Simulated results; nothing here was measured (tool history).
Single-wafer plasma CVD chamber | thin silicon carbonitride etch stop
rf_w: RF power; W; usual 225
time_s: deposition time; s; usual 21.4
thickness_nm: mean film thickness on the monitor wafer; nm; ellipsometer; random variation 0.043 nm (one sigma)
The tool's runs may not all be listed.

run	hour	rf_w	time_s	read-back reference wafer on the same gauge, thickness_nm	thickness_nm
1	0.0	225	21.4	11.900	12.589
2	58.8	225	21.4	11.901	12.522
3	162.7	225	18.2	11.898	10.703
4	222.6	225	18.2	11.923	10.687
5	264.9	225	18.2	11.899	10.675
6	305.7	200	19.0	11.880	10.773
7	380.9	200	19.0	11.908	10.780
8	488.7	200	19.0	11.908	10.784
9	575.1	225	21.4	11.889	12.541
10	653.0	225	21.4	11.896	12.443
11	704.1	225	21.4	11.921	12.471
12	806.0	225	20.0	11.896	11.574
# hour 865.7: thermocouple changed; heater temperature recalibrated
13	895.8	225	20.0	11.903	11.698
14	942.9	225	21.4	11.888	12.492
15	1000.3	225	21.4	11.910	12.530
16	1062.8	245	24.6	11.893	14.592
# hour 1119.3: showerhead replaced
17	1159.6	195	23.6	11.895	13.186
18	1209.3	190	19.0	11.880	10.548
19	1285.9	260	17.3	11.900	10.482
20	1367.3	185	19.2	11.923	10.609
# hour 1413.8: RF generator calibrated
# hour 1435.3: gauge calibrated
21	1473.1	225	25.0	11.899	14.730
22	1550.3	225	21.4	11.893	12.547
23	1628.3	260	23.2	11.916	14.205
24	1666.9	225	21.4	11.902	12.648
25	1768.1	195	20.0	11.904	11.255
26	2062.1	225	21.4	11.885	12.515

4 ways to go on from here, each from the tool as it stands after run 26. What would each give?
A	2062.5	225	21.4	?	?
B	2062.5	260	19.0	?	?
C	2062.5	225	23.4	?	?
D	2062.5	200	24.6	?	?

run	read-back reference wafer on the same gauge, thickness_nm	thickness_nm
A	11.909	12.467
B	11.909	11.532
C	11.909	13.633
D	11.909	13.865
Without the tool's hidden state the same runs would have given:
run	thickness_nm
A	12.541
B	11.601
C	13.713
D	13.947
